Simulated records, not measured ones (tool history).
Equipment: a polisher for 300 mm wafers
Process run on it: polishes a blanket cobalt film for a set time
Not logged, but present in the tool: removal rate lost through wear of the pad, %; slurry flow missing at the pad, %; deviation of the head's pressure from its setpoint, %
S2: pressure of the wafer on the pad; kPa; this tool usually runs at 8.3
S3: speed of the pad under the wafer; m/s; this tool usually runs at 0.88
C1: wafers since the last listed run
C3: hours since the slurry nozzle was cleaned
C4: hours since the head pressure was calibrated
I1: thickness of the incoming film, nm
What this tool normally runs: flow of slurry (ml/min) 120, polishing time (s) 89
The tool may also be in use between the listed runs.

Run 1, hour 0: usual settings; C1 0; wafers polished on this pad 1487; C3 421.7; C4 410.9; I1 818.1. Result: film removed (nm) 213.3.
Run 2, hour 69.8: usual settings; C1 470; wafers polished on this pad 1957; C3 491.5; C4 480.7; I1 834.2. Result: film removed (nm) 213.1.
Run 3, hour 103.9: usual settings; C1 229; wafers polished on this pad 2187; C3 525.6; C4 514.8; I1 830.5. Result: film removed (nm) 214.
At hour 120.2: slurry nozzle cleaned.
Run 4, hour 163.4: usual settings; C1 394; wafers polished on this pad 2581; C3 43.2; C4 574.3; I1 834. Result: film removed (nm) 212.4.
At hour 186.5: worn pad replaced by a new one.
Run 5, hour 214.3: usual settings; C1 315; wafers polished on this pad 186; C3 94.1; C4 625.2; I1 836.5. Result: film removed (nm) 213.1.
Run 6, hour 262: usual settings; C1 321; wafers polished on this pad 508; C3 141.8; C4 672.9; I1 842.2. Result: film removed (nm) 217.6.
Run 7, hour 292.2: usual settings; C1 203; wafers polished on this pad 711; C3 172; C4 703.1; I1 835.5. Result: film removed (nm) 214.7.
Run 8, hour 353.8: usual settings but S3 1.06 m/s; C1 414; wafers polished on this pad 1126; C3 233.6; C4 764.7; I1 832.5. Result: film removed (nm) 266.4.
Run 9, hour 409: usual settings but S3 1.06 m/s; C1 371; wafers polished on this pad 1498; C3 288.8; C4 819.9; I1 847.6. Result: film removed (nm) 258.
Run 10, hour 470: usual settings but S3 1.06 m/s; C1 410; wafers polished on this pad 1909; C3 349.8; C4 880.9; I1 829.8. Result: film removed (nm) 261.
Run 11, hour 502: usual settings but S2 7.6 kPa; C1 215; wafers polished on this pad 2124; C3 381.8; C4 912.9; I1 833.6. Result: film removed (nm) 199.4.
Run 12, hour 527.6: usual settings but S3 0.76 m/s; C1 172; wafers polished on this pad 2297; C3 407.4; C4 938.5; I1 834.3. Result: film removed (nm) 186.2.
At hour 533.3: worn pad replaced by a new one.
At hour 542.2: head pressure recalibrated.
Run 13, hour 583.7: usual settings; C1 337; wafers polished on this pad 325; C3 463.5; C4 41.5; I1 842.5. Result: film removed (nm) 211.8.
Run 14, hour 611.3: usual settings; C1 185; wafers polished on this pad 511; C3 491.1; C4 69.1; I1 832.3. Result: film removed (nm) 211.9.
Run 15, hour 662.2: usual settings; C1 342; wafers polished on this pad 854; C3 542; C4 120; I1 826.4. Result: film removed (nm) 214.
Run 16, hour 700.8: usual settings but polishing time (s) 68; C1 259; wafers polished on this pad 1114; C3 580.6; C4 158.6; I1 842.3. Result: film removed (nm) 164.7.
At hour 713.4: slurry nozzle cleaned.
Run 17, hour 760.9: usual settings but flow of slurry (ml/min) 110; C1 398; wafers polished on this pad 1512; C3 47.5; C4 218.7; I1 841.3. Result: film removed (nm) 205.3.
Run 18, hour 785.9: usual settings but flow of slurry (ml/min) 100, S2 9 kPa, S3 0.8 m/s, polishing time (s) 61; C1 168; wafers polished on this pad 1680; C3 72.5; C4 243.7; I1 836.9. Result: film removed (nm) 138.4.
Run 19, hour 835.5: usual settings but S3 1.02 m/s, polishing time (s) 64; C1 334; wafers polished on this pad 2014; C3 122.1; C4 293.3; I1 839.6. Result: film removed (nm) 181.
At hour 901.4: worn pad replaced by a new one.
Run 20, hour 901.9: usual settings but flow of slurry (ml/min) 140, polishing time (s) 73; C1 420; wafers polished on this pad 3; C3 188.5; C4 359.7; I1 830.3. Result: film removed (nm) 179.9.
Run 21, hour 926: usual settings but S2 9.7 kPa; C1 162; wafers polished on this pad 165; C3 212.6; C4 383.8; I1 834.4. Result: film removed (nm) 250.2.
Run 22, hour 962.6: usual settings but polishing time (s) 77; C1 246; wafers polished on this pad 411; C3 249.2; C4 420.4; I1 833. Result: film removed (nm) 187.4.
Run 23, hour 1012.5: usual settings; C1 336; wafers polished on this pad 747; C3 299.1; C4 470.3; I1 820.5. Result: film removed (nm) 214.6.
Run 24, hour 1080.3: usual settings but flow of slurry (ml/min) 145, S2 9.7 kPa; C1 456; wafers polished on this pad 1204; C3 366.9; C4 538.1; I1 836.7. Result: film removed (nm) 263.3.
Run 25, hour 1148.5: usual settings; C1 459; wafers polished on this pad 1663; C3 435.1; C4 606.3; I1 842.9. Result: film removed (nm) 215.5.
Run 26, hour 1172.7: usual settings but flow of slurry (ml/min) 140, S3 1 m/s; C1 162; wafers polished on this pad 1826; C3 459.3; C4 630.5; I1 827.2. Result: film removed (nm) 260.3.
At hour 1225.7: slurry nozzle cleaned.
Run 27, hour 1228.9: usual settings but flow of slurry (ml/min) 160, S2 7.6 kPa, S3 0.98 m/s, polishing time (s) 118; C1 371; wafers polished on this pad 2198; C3 3.2; C4 686.7; I1 812.7. Result: film removed (nm) 307.7.
At hour 1237.6: worn pad replaced by a new one.
Run 28, hour 1292.9: usual settings; C1 404; wafers polished on this pad 372; C3 67.2; C4 750.7; I1 835. Result: film removed (nm) 217.3.
Run 29, hour 1360.9: usual settings; C1 458; wafers polished on this pad 830; C3 135.2; C4 818.7; I1 839.5. Result: film removed (nm) 216.1.
Run 30, hour 1427.2: usual settings but flow of slurry (ml/min) 135, S2 10.3 kPa; C1 446; wafers polished on this pad 1277; C3 201.5; C4 885; I1 835.6. Result: film removed (nm) 280.2.
At hour 1467.9: head pressure recalibrated.
Run 31, hour 1478.8: usual settings; C1 334; wafers polished on this pad 1611; C3 253.1; C4 10.9; I1 836.8. Result: film removed (nm) 220.4.
Run 32, hour 1521.5: usual settings; C1 287; wafers polished on this pad 1898; C3 295.8; C4 53.6; I1 834.3. Result: film removed (nm) 213.2.
At hour 1556.1: worn pad replaced by a new one.
Run 33, hour 1573.8: usual settings but S3 1.02 m/s, polishing time (s) 64; C1 325; wafers polished on this pad 119; C3 348.1; C4 105.9; I1 840.7. Result: film removed (nm) 179.2.
Run 34, hour 1626.2: usual settings but flow of slurry (ml/min) 105, S2 9.7 kPa; C1 352; wafers polished on this pad 472; C3 400.5; C4 158.3; I1 838.6. Result: film removed (nm) 247.8.
Run 35, hour 1656.4: usual settings; C1 203; wafers polished on this pad 675; C3 430.7; C4 188.5; I1 838. Result: film removed (nm) 217.6.
Run 36, hour 1710: usual settings but S3 1.1 m/s, polishing time (s) 68; C1 361; wafers polished on this pad 1036; C3 484.3; C4 242.1; I1 828.9. Result: film removed (nm) 207.7.

Each row is a separate what-if for the run after 36, all from the same tool condition, not one after another. Results?
Run A, hour 1710.5: usual settings; C1 3; wafers polished on this pad 1040; C3 484.8; C4 242.6; I1 824.4. Result: film removed (nm) ?.
Run B, hour 1710.5: usual settings but flow of slurry (ml/min) 155, S2 6.9 kPa; C1 3; wafers polished on this pad 1040; C3 484.8; C4 242.6; I1 824.4. Result: film removed (nm) ?.
Run C, hour 1710.5: usual settings but flow of slurry (ml/min) 85, S2 6.9 kPa, S3 1 m/s, polishing time (s) 113; C1 3; wafers polished on this pad 1040; C3 484.8; C4 242.6; I1 824.4. Result: film removed (nm) ?.
Run D, hour 1710.5: usual settings but S2 11 kPa, S3 0.66 m/s, polishing time (s) 119; C1 3; wafers polished on this pad 1040; C3 484.8; C4 242.6; I1 824.4. Result: film removed (nm) ?.
Run E, hour 1710.5: usual settings but flow of slurry (ml/min) 80, S2 9.7 kPa, S3 1.02 m/s, polishing time (s) 70; C1 3; wafers polished on this pad 1040; C3 484.8; C4 242.6; I1 824.4. Result: film removed (nm) ?.

run  film removed (nm)
  A              214.3
  B              188.1
  C              233.7
  D              286.5
  E              202.3
What these runs would have given with no unlogged condition in the tool:
run  film removed (nm)
  A              214.3
  B              188.1
  C              233.7
  D              286.5
  E              202.3

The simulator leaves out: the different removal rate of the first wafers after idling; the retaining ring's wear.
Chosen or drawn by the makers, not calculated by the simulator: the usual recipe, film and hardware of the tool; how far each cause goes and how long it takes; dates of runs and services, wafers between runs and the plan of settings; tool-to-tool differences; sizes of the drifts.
